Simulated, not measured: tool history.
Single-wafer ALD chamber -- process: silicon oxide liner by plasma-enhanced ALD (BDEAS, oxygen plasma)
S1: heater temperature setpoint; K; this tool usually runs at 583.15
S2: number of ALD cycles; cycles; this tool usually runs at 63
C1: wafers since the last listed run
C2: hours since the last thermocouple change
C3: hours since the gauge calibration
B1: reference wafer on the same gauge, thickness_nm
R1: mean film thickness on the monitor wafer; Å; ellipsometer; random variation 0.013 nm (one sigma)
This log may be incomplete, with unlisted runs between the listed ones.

Run 1, hour 0: usual settings but S2 66 cycles; C1 0; C2 1751.9; C3 679.7; B1 5.197. Result: R1 52.06 Å.
Run 2, hour 17.7: usual settings; C1 113; C2 1769.6; C3 697.4; B1 5.198. Result: R1 49.79 Å.
Run 3, hour 51.9: usual settings; C1 220; C2 1803.8; C3 731.6; B1 5.198. Result: R1 49.93 Å.
Run 4, hour 79.8: usual settings but S1 587.15 K; C1 179; C2 1831.7; C3 759.5; B1 5.196. Result: R1 49.35 Å.
At hour 97.8: gauge calibrated.
Run 5, hour 100.1: usual settings; C1 130; C2 1852; C3 2.3; B1 5.263. Result: R1 50.26 Å.
Run 6, hour 133.7: usual settings; C1 216; C2 1885.6; C3 35.9; B1 5.257. Result: R1 50.14 Å.
Run 7, hour 147.8: usual settings but S1 592.15 K; C1 90; C2 1899.7; C3 50; B1 5.252. Result: R1 49.63 Å.
Run 8, hour 162.3: usual settings but S1 592.15 K; C1 93; C2 1914.2; C3 64.5; B1 5.249. Result: R1 49.69 Å.
Run 9, hour 184.8: usual settings but S1 592.15 K; C1 144; C2 1936.7; C3 87; B1 5.248. Result: R1 49.53 Å.
Run 10, hour 236.1: usual settings; C1 330; C2 1988; C3 138.3; B1 5.237. Result: R1 50.08 Å.
Run 11, hour 257.3: usual settings; C1 136; C2 2009.2; C3 159.5; B1 5.233. Result: R1 50.13 Å.
Run 12, hour 273.6: usual settings; C1 104; C2 2025.5; C3 175.8; B1 5.232. Result: R1 50.25 Å.
Run 13, hour 296.6: usual settings; C1 147; C2 2048.5; C3 198.8; B1 5.231. Result: R1 50.25 Å.
Run 14, hour 317.7: usual settings; C1 135; C2 2069.6; C3 219.9; B1 5.226. Result: R1 50.07 Å.
Run 15, hour 352.6: usual settings but S2 68 cycles; C1 224; C2 2104.5; C3 254.8; B1 5.224. Result: R1 53.92 Å.
Run 16, hour 385.3: usual settings; C1 210; C2 2137.2; C3 287.5; B1 5.222. Result: R1 49.95 Å.
Run 17, hour 420.9: usual settings; C1 229; C2 2172.8; C3 323.1; B1 5.218. Result: R1 50.12 Å.
Run 18, hour 447: usual settings; C1 167; C2 2198.9; C3 349.2; B1 5.216. Result: R1 49.99 Å.
At hour 456.4: thermocouple changed; heater temperature recalibrated.
Run 19, hour 467.4: usual settings; C1 79; C2 11; C3 369.6; B1 5.216. Result: R1 49.94 Å.
Run 20, hour 486.9: usual settings; C1 125; C2 30.5; C3 389.1; B1 5.214. Result: R1 49.97 Å.
Run 21, hour 499.6: usual settings but S1 575.15 K, S2 72 cycles; C1 81; C2 43.2; C3 401.8; B1 5.213. Result: R1 57.45 Å.
Run 22, hour 531.4: usual settings; C1 204; C2 75; C3 433.6; B1 5.212. Result: R1 49.87 Å.
Run 23, hour 566.6: usual settings but S1 579.15 K; C1 226; C2 110.2; C3 468.8; B1 5.209. Result: R1 50.25 Å.
Run 24, hour 590.3: usual settings; C1 152; C2 133.9; C3 492.5; B1 5.209. Result: R1 49.99 Å.
Run 25, hour 612.3: usual settings; C1 141; C2 155.9; C3 514.5; B1 5.207. Result: R1 49.67 Å.
Run 26, hour 624.5: usual settings but S1 574.15 K, S2 73 cycles; C1 78; C2 168.1; C3 526.7; B1 5.207. Result: R1 58.6 Å.
Run 27, hour 655.1: usual settings; C1 196; C2 198.7; C3 557.3; B1 5.206. Result: R1 49.88 Å.
Run 28, hour 684.8: usual settings but S1 594.15 K, S2 55 cycles; C1 191; C2 228.4; C3 587; B1 5.205. Result: R1 42.87 Å.
Run 29, hour 698.8: usual settings but S1 576.15 K, S2 54 cycles; C1 90; C2 242.4; C3 601; B1 5.206. Result: R1 43.11 Å.
Run 30, hour 716.5: usual settings; C1 113; C2 260.1; C3 618.7; B1 5.205. Result: R1 50.05 Å.
At hour 723.2: gauge calibrated.
Run 31, hour 743.7: usual settings but S1 574.15 K; C1 174; C2 287.3; C3 20.5; B1 5.257. Result: R1 51 Å.
Run 32, hour 776.2: usual settings but S1 596.15 K, S2 52 cycles; C1 209; C2 319.8; C3 53; B1 5.249. Result: R1 40.39 Å.
Run 33, hour 811.1: usual settings but S1 578.15 K, S2 74 cycles; C1 224; C2 354.7; C3 87.9; B1 5.238. Result: R1 59.43 Å.
Run 34, hour 846.9: usual settings; C1 230; C2 390.5; C3 123.7; B1 5.235. Result: R1 50.28 Å.
Run 35, hour 860.3: usual settings but S1 577.15 K, S2 52 cycles; C1 86; C2 403.9; C3 137.1; B1 5.234. Result: R1 41.84 Å.
Run 36, hour 882.8: usual settings but S1 591.15 K, S2 56 cycles; C1 144; C2 426.4; C3 159.6; B1 5.232. Result: R1 43.87 Å.
Run 37, hour 908.8: usual settings but S1 593.15 K, S2 71 cycles; C1 167; C2 452.4; C3 185.6; B1 5.225. Result: R1 55.49 Å.
Run 38, hour 933.2: usual settings; C1 156; C2 476.8; C3 210; B1 5.224. Result: R1 49.85 Å.
Run 39, hour 949: usual settings but S1 570.15 K, S2 58 cycles; C1 101; C2 492.6; C3 225.8; B1 5.221. Result: R1 47.63 Å.
Run 40, hour 969.2: usual settings; C1 129; C2 512.8; C3 246; B1 5.221. Result: R1 50.05 Å.

Exercise: give the hidden state of the tool at every run:
wafer temperature above the value expected at the setpoint (K): 0 at every run
H1: gauge reads high (%)
run       H1
  1    -1.18
  2    -1.18
  3    -1.19
  4     -1.2
  5    0.114
  6  -0.0502
  7   -0.113
  8   -0.173
  9    -0.26
 10   -0.429
 11   -0.489
 12   -0.532
 13   -0.587
 14   -0.633
 15   -0.701
 16   -0.757
 17   -0.809
 18   -0.842
 19   -0.866
 20   -0.887
 21     -0.9
 22   -0.929
 23   -0.957
 24   -0.973
 25   -0.987
 26   -0.995
 27    -1.01
 28    -1.03
 29    -1.03
 30    -1.04
 31  -0.0623
 32    -0.21
 33   -0.347
 34   -0.469
 35    -0.51
 36   -0.574
 37    -0.64
 38   -0.696
 39    -0.73
 40    -0.77
